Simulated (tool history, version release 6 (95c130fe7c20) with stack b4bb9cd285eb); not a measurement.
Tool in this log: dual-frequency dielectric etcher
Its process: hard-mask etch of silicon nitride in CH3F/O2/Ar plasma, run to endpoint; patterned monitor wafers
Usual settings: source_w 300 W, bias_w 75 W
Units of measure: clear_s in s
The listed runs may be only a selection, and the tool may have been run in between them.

run	hour	source_w	bias_w	incoming incoming film thickness, nm	clear_s
1	0.0	300	75	52.8	94.6
2	8.3	300	75	52.3	95.7
# hour 32.8: upper electrode replaced
3	34.4	300	75	52.0	93.9
4	47.9	300	75	52.5	95.2
5	62.2	320	89	52.6	84.9
6	71.2	320	89	52.1	84.3
7	87.2	320	89	52.3	84.4
8	102.1	300	75	51.8	95.1
9	112.1	300	75	52.6	96.9
10	126.5	300	89	52.6	87.1
11	140.2	300	75	52.4	97.1
12	156.4	300	75	52.7	96.9
13	173.4	340	62	52.1	100.6
14	181.1	350	89	52.2	80.9
# hour 203.2: bias power generator calibrated
# hour 208.2: wet clean of the chamber
15	208.7	260	68	51.6	105.6
16	209.0	360	70	52.0	88.0
17	216.7	270	57	52.9	117.7
18	223.9	240	87	52.4	95.7
19	240.8	300	92	52.0	82.6
20	256.4	300	58	52.2	108.4
# hour 261.3: source power generator calibrated
21	271.2	340	80	52.3	85.3
22	284.5	300	61	52.8	106.5
23	291.1	350	63	52.1	96.2
24	298.2	300	75	51.8	93.3
25	306.2	340	75	52.0	88.2
26	313.0	300	75	52.1	93.5
27	324.6	260	84	52.8	96.5
28	331.7	270	56	53.0	120.6
29	339.1	300	69	52.4	99.5
30	349.0	300	75	51.9	94.1
31	356.9	300	58	52.9	111.3
32	371.5	330	68	52.0	95.3
33	385.3	300	75	52.8	95.4
34	392.6	220	82	51.8	104.7

Forecast each of these 5 alternatives for the next run:
A	393.0	300	75	52.4	?
B	393.0	370	92	52.4	?
C	393.0	300	65	52.4	?
D	393.0	240	93	52.4	?
E	393.0	230	75	52.4	?

run	clear_s
A	95.6
B	77.3
C	103.8
D	95.1
E	109.9
Without the tool's hidden state the same runs would have given:
run	clear_s
A	94.2
B	76.1
C	102.3
D	93.7
E	108.2

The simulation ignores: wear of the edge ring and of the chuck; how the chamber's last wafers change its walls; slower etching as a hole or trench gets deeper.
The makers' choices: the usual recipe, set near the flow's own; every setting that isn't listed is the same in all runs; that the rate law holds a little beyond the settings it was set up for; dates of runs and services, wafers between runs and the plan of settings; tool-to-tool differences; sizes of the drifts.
